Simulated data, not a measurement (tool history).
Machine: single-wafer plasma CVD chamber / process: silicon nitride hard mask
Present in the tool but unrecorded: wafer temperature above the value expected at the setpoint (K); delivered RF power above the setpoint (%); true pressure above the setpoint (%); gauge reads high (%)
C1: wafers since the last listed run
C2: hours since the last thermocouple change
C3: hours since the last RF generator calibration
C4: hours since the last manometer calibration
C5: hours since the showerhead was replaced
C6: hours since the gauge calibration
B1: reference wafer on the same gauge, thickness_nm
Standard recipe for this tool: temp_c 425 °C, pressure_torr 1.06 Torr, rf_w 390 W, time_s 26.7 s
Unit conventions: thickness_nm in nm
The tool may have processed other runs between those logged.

{"run": 1, "hour": 0.0, "temp_c": 425, "pressure_torr": 1.06, "rf_w": 390, "time_s": 26.7, "C1": 0, "C2": 1129.4, "C3": 1098.3, "C4": 227.4, "C5": 6949.5, "C6": 3240, "B1": 34.58, "thickness_nm": 31.15}
{"hour": 35.4, "done": "RF generator calibrated"}
{"run": 2, "hour": 71.4, "temp_c": 425, "pressure_torr": 1.06, "rf_w": 390, "time_s": 26.7, "C1": 1783, "C2": 1200.8, "C3": 36, "C4": 298.8, "C5": 7020.9, "C6": 3311.4, "B1": 34.597, "thickness_nm": 31.008}
{"run": 3, "hour": 172.4, "temp_c": 416, "pressure_torr": 1.06, "rf_w": 345, "time_s": 26.7, "C1": 2840, "C2": 1301.8, "C3": 137, "C4": 399.8, "C5": 7121.9, "C6": 3412.4, "B1": 34.596, "thickness_nm": 28.551}
{"run": 4, "hour": 279.0, "temp_c": 425, "pressure_torr": 0.9, "rf_w": 390, "time_s": 26.7, "C1": 2997, "C2": 1408.4, "C3": 243.6, "C4": 506.4, "C5": 7228.5, "C6": 3519, "B1": 34.608, "thickness_nm": 29.389}
{"run": 5, "hour": 341.3, "temp_c": 414, "pressure_torr": 1.06, "rf_w": 390, "time_s": 29.5, "C1": 1752, "C2": 1470.7, "C3": 305.9, "C4": 568.7, "C5": 7290.8, "C6": 3581.3, "B1": 34.611, "thickness_nm": 34.35}
{"run": 6, "hour": 386.9, "temp_c": 430, "pressure_torr": 1.18, "rf_w": 390, "time_s": 26.7, "C1": 1282, "C2": 1516.3, "C3": 351.5, "C4": 614.3, "C5": 7336.4, "C6": 3626.9, "B1": 34.593, "thickness_nm": 31.906}
{"run": 7, "hour": 430.2, "temp_c": 413, "pressure_torr": 1.16, "rf_w": 330, "time_s": 29.3, "C1": 1217, "C2": 1559.6, "C3": 394.8, "C4": 657.6, "C5": 7379.7, "C6": 3670.2, "B1": 34.594, "thickness_nm": 31.297}
{"run": 8, "hour": 500.4, "temp_c": 420, "pressure_torr": 1.06, "rf_w": 390, "time_s": 22.7, "C1": 1974, "C2": 1629.8, "C3": 465, "C4": 727.8, "C5": 7449.9, "C6": 3740.4, "B1": 34.608, "thickness_nm": 26.36}
{"run": 9, "hour": 591.6, "temp_c": 434, "pressure_torr": 1.06, "rf_w": 390, "time_s": 26.7, "C1": 2564, "C2": 1721, "C3": 556.2, "C4": 819, "C5": 7541.1, "C6": 3831.6, "B1": 34.602, "thickness_nm": 30.639}
{"run": 10, "hour": 666.6, "temp_c": 425, "pressure_torr": 1.06, "rf_w": 350, "time_s": 21.9, "C1": 2109, "C2": 1796, "C3": 631.2, "C4": 894, "C5": 7616.1, "C6": 3906.6, "B1": 34.594, "thickness_nm": 23.521}
{"run": 11, "hour": 716.5, "temp_c": 417, "pressure_torr": 1.2, "rf_w": 390, "time_s": 25, "C1": 1403, "C2": 1845.9, "C3": 681.1, "C4": 943.9, "C5": 7666, "C6": 3956.5, "B1": 34.595, "thickness_nm": 30.211}
{"hour": 727.2, "done": "RF generator calibrated, repeated, since the last time left the tool worse"}
{"run": 12, "hour": 767.9, "temp_c": 425, "pressure_torr": 1.06, "rf_w": 365, "time_s": 26.7, "C1": 1220, "C2": 1897.3, "C3": 40.7, "C4": 995.3, "C5": 7717.4, "C6": 4007.9, "B1": 34.608, "thickness_nm": 30.006}
{"run": 13, "hour": 866.9, "temp_c": 417, "pressure_torr": 1.06, "rf_w": 370, "time_s": 24, "C1": 2784, "C2": 1996.3, "C3": 139.7, "C4": 1094.3, "C5": 7816.4, "C6": 4106.9, "B1": 34.616, "thickness_nm": 27.289}
{"run": 14, "hour": 904.4, "temp_c": 434, "pressure_torr": 0.96, "rf_w": 360, "time_s": 30.7, "C1": 1054, "C2": 2033.8, "C3": 177.2, "C4": 1131.8, "C5": 7853.9, "C6": 4144.4, "B1": 34.603, "thickness_nm": 33.064}
{"hour": 927.8, "done": "gauge calibrated"}
{"run": 15, "hour": 1010.7, "temp_c": 425, "pressure_torr": 1.15, "rf_w": 390, "time_s": 26.7, "C1": 2989, "C2": 2140.1, "C3": 283.5, "C4": 1238.1, "C5": 7960.2, "C6": 82.9, "B1": 34.608, "thickness_nm": 32.297}
{"run": 16, "hour": 1079.9, "temp_c": 434, "pressure_torr": 1.24, "rf_w": 415, "time_s": 24.6, "C1": 1946, "C2": 2209.3, "C3": 352.7, "C4": 1307.3, "C5": 8029.4, "C6": 152.1, "B1": 34.594, "thickness_nm": 31.422}
{"run": 17, "hour": 1120.2, "temp_c": 420, "pressure_torr": 1.06, "rf_w": 430, "time_s": 26.7, "C1": 1133, "C2": 2249.6, "C3": 393, "C4": 1347.6, "C5": 8069.7, "C6": 192.4, "B1": 34.59, "thickness_nm": 33.314}
{"hour": 1150.8, "done": "showerhead replaced"}
{"run": 18, "hour": 1180.6, "temp_c": 425, "pressure_torr": 0.88, "rf_w": 390, "time_s": 30.5, "C1": 1473, "C2": 2310, "C3": 453.4, "C4": 1408, "C5": 29.8, "C6": 252.8, "B1": 34.597, "thickness_nm": 33.607}
{"hour": 1208.9, "done": "capacitance manometer re-zeroed and calibrated"}
{"run": 19, "hour": 1224.2, "temp_c": 425, "pressure_torr": 1.06, "rf_w": 390, "time_s": 26.7, "C1": 1001, "C2": 2353.6, "C3": 497, "C4": 15.3, "C5": 73.4, "C6": 296.4, "B1": 34.606, "thickness_nm": 31.346}
{"hour": 1285.3, "done": "thermocouple changed; heater temperature recalibrated"}
{"run": 20, "hour": 1291.8, "temp_c": 425, "pressure_torr": 0.95, "rf_w": 420, "time_s": 30.4, "C1": 1676, "C2": 6.5, "C3": 564.6, "C4": 82.9, "C5": 141, "C6": 364, "B1": 34.609, "thickness_nm": 36.24}
{"run": 21, "hour": 1463.5, "temp_c": 425, "pressure_torr": 1.25, "rf_w": 330, "time_s": 26.7, "C1": 4828, "C2": 178.2, "C3": 736.3, "C4": 254.6, "C5": 312.7, "C6": 535.7, "B1": 34.597, "thickness_nm": 29.451}
{"run": 22, "hour": 1533.1, "temp_c": 425, "pressure_torr": 1.16, "rf_w": 390, "time_s": 31.8, "C1": 1957, "C2": 247.8, "C3": 805.9, "C4": 324.2, "C5": 382.3, "C6": 605.3, "B1": 34.592, "thickness_nm": 38.267}
{"run": 23, "hour": 1636.5, "temp_c": 434, "pressure_torr": 1.06, "rf_w": 390, "time_s": 26.7, "C1": 2907, "C2": 351.2, "C3": 909.3, "C4": 427.6, "C5": 485.7, "C6": 708.7, "B1": 34.594, "thickness_nm": 31.192}
{"run": 24, "hour": 1719.7, "temp_c": 425, "pressure_torr": 1.06, "rf_w": 390, "time_s": 26.7, "C1": 2339, "C2": 434.4, "C3": 992.5, "C4": 510.8, "C5": 568.9, "C6": 791.9, "B1": 34.588, "thickness_nm": 31.143}
{"hour": 2010.3, "done": "RF generator calibrated"}
{"run": 25, "hour": 2019.2, "temp_c": 425, "pressure_torr": 1.06, "rf_w": 390, "time_s": 26.7, "C1": 8198, "C2": 733.9, "C3": 8.9, "C4": 810.3, "C5": 868.4, "C6": 1091.4, "B1": 34.608, "thickness_nm": 31.45}
{"run": 26, "hour": 2113.3, "temp_c": 425, "pressure_torr": 1.06, "rf_w": 435, "time_s": 29.4, "C1": 2646, "C2": 828, "C3": 103, "C4": 904.4, "C5": 962.5, "C6": 1185.5, "B1": 34.595, "thickness_nm": 37.1}
{"run": 27, "hour": 2211.7, "temp_c": 435, "pressure_torr": 0.84, "rf_w": 455, "time_s": 23.7, "C1": 2767, "C2": 926.4, "C3": 201.4, "C4": 1002.8, "C5": 1060.9, "C6": 1283.9, "B1": 34.601, "thickness_nm": 28.363}

What if the next run were any one of these 5? Each begins from the tool's condition after run 27:
{"run": "A", "hour": 2212.1, "temp_c": 425, "pressure_torr": 1.06, "rf_w": 390, "time_s": 26.7, "C1": 11, "C2": 926.8, "C3": 201.8, "C4": 1003.2, "C5": 1061.3, "C6": 1284.3, "B1": "?", "thickness_nm": "?"}
{"run": "B", "hour": 2212.1, "temp_c": 416, "pressure_torr": 1.06, "rf_w": 390, "time_s": 30.4, "C1": 11, "C2": 926.8, "C3": 201.8, "C4": 1003.2, "C5": 1061.3, "C6": 1284.3, "B1": "?", "thickness_nm": "?"}
{"run": "C", "hour": 2212.1, "temp_c": 425, "pressure_torr": 0.85, "rf_w": 460, "time_s": 21.6, "C1": 11, "C2": 926.8, "C3": 201.8, "C4": 1003.2, "C5": 1061.3, "C6": 1284.3, "B1": "?", "thickness_nm": "?"}
{"run": "D", "hour": 2212.1, "temp_c": 430, "pressure_torr": 1.06, "rf_w": 355, "time_s": 28.9, "C1": 11, "C2": 926.8, "C3": 201.8, "C4": 1003.2, "C5": 1061.3, "C6": 1284.3, "B1": "?", "thickness_nm": "?"}
{"run": "E", "hour": 2212.1, "temp_c": 411, "pressure_torr": 1.06, "rf_w": 390, "time_s": 26.7, "C1": 11, "C2": 926.8, "C3": 201.8, "C4": 1003.2, "C5": 1061.3, "C6": 1284.3, "B1": "?", "thickness_nm": "?"}

run=A B1=34.591 thickness_nm=31.498
run=B B1=34.591 thickness_nm=36.016
run=C B1=34.591 thickness_nm=26.237
run=D B1=34.591 thickness_nm=31.879
run=E B1=34.591 thickness_nm=31.722
Had the tool no hidden state, the same runs would have come out as:
run=A thickness_nm=31.559
run=B thickness_nm=36.085
run=C thickness_nm=26.284
run=D thickness_nm=31.94
run=E thickness_nm=31.783

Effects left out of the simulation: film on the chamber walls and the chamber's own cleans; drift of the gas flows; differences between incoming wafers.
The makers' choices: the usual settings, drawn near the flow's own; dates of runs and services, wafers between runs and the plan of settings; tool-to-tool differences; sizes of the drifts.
